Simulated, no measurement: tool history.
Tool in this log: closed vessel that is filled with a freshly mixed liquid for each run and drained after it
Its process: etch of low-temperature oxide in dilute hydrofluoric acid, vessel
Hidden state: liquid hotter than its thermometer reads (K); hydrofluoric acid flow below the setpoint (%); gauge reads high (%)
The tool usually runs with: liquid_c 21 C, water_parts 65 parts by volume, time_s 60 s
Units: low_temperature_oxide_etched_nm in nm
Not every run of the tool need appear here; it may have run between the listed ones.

run    hour  liquid_c  water_parts  time_s  wafers since the last listed run  hours since the thermometer was replaced  hours since the hydrofluoric acid flow meter was replaced  hours since the gauge calibration  read-back film thickness of the low-temperature oxide reference wafer, read on the same gauge (nm)  low_temperature_oxide_etched_nm
  1       0        21           65      60                                 0                                    1484.6                                                      100.8                             1468.5                                                                                                 100                            28.68
  2    71.6        21           65      60                              6924                                    1556.2                                                      172.4                             1540.1                                                                                              100.02                            28.73
  3   165.7        21           65      70                              9100                                    1650.3                                                      266.5                             1634.2                                                                                              100.01                            33.54
  4   257.8        21           65      70                              8906                                    1742.4                                                      358.6                             1726.3                                                                                               99.99                            33.63
      341.6  -- thermometer replaced
  5   345.8        21           65      60                              8413                                       4.2                                                      446.6                             1814.3                                                                                               99.98                            28.82
  6   402.4        21           65      60                              5473                                      60.8                                                      503.2                             1870.9                                                                                              100.01                            28.72
  7   438.4        17           65      60                              3481                                      96.8                                                      539.2                             1906.9                                                                                                 100                            24.38
      566.9  -- gauge calibrated
  8   571.1        21           85      50                             12833                                     229.5                                                      671.9                                4.2                                                                                                 100                            17.96
  9   670.1        21           65      60                              9574                                     328.5                                                      770.9                              103.2                                                                                               99.97                            28.97
 10   740.9        21           65      60                              6846                                     399.3                                                      841.7                                174                                                                                               99.99                            28.83
 11     844        21           65      60                              9970                                     502.4                                                      944.8                              277.1                                                                                               99.99                            28.73
 12   940.3      19.5           45      50                              9313                                     598.7                                                     1041.1                              373.4                                                                                               99.99                            33.53
 13  1032.9      25.5           80      70                              8955                                     691.3                                                     1133.7                                466                                                                                               99.99                            32.09
 14  1075.6      23.5           55      85                              4129                                       734                                                     1176.4                              508.7                                                                                               99.98                            54.79
 15  1294.6        21           80      60                             21179                                       953                                                     1395.4                              727.7                                                                                              100.04                            22.97
 16  1372.7      23.5           50      60                              7552                                    1031.1                                                     1473.5                              805.8                                                                                               99.99                            42.22
 17  1408.9      25.5           65      85                              3500                                    1067.3                                                     1509.7                                842                                                                                              100.01                            48.99
 18  1493.3        21           65      60                              8162                                    1151.7                                                     1594.1                              926.4                                                                                              100.01                            28.66
 19  1592.1      19.5           90      80                              9554                                    1250.5                                                     1692.9                             1025.2                                                                                              100.01                            25.48
 20    1651        21           65      60                              5696                                    1309.4                                                     1751.8                             1084.1                                                                                                 100                             28.7
 21  1718.3      23.5           50      60                              6508                                    1376.7                                                     1819.1                             1151.4                                                                                              100.02                            42.16
     1794.6  -- thermometer replaced
 22  1807.6        21           85      60                              8539                                        13                                                     1908.4                             1240.7                                                                                                 100                            21.37
 23  1850.5        21           65      85                              4148                                      55.9                                                     1951.3                             1283.6                                                                                               99.97                            40.66
 24  1936.7        21           55      60                              8336                                     142.1                                                     2037.5                             1369.8                                                                                                 100                            34.22
     1945.7  -- hydrofluoric acid flow meter replaced
 25    2012        21           65      60                              7185                                     217.4                                                       66.3                             1445.1                                                                                                 100                             28.7
 26  2112.4        24           45      80                              9709                                     317.8                                                      166.7                             1545.5                                                                                               99.99                            64.35
 27  2182.9      24.5           90      50                              6817                                     388.3                                                      237.2                               1616                                                                                                 100                            19.55
 28  2269.8        21           65      60                              8403                                     475.2                                                      324.1                             1702.9                                                                                               99.99                            28.92
 29  2318.9        21           65      60                              4748                                     524.3                                                      373.2                               1752                                                                                               99.99                            28.67
 30    2404        21           35      75                              8229                                     609.4                                                      458.3                             1837.1                                                                                               99.98                            69.64
 31  2440.4        21           75      60                              3520                                     645.8                                                      494.7                             1873.5                                                                                               99.99                            24.97
 32    2498      22.5           85      60                              5570                                     703.4                                                      552.3                             1931.1                                                                                              100.03                            22.79
     2529.6  -- gauge calibrated
 33  2807.2        21           85      80                             29902                                    1012.6                                                      861.5                              277.6                                                                                                 100                            28.78

The tool's hidden state at each run:
liquid hotter than its thermometer reads (K): 0, the same for each run
hydrofluoric acid flow below the setpoint (%): 0, the same for each run
gauge reads high (%): 0, the same for each run

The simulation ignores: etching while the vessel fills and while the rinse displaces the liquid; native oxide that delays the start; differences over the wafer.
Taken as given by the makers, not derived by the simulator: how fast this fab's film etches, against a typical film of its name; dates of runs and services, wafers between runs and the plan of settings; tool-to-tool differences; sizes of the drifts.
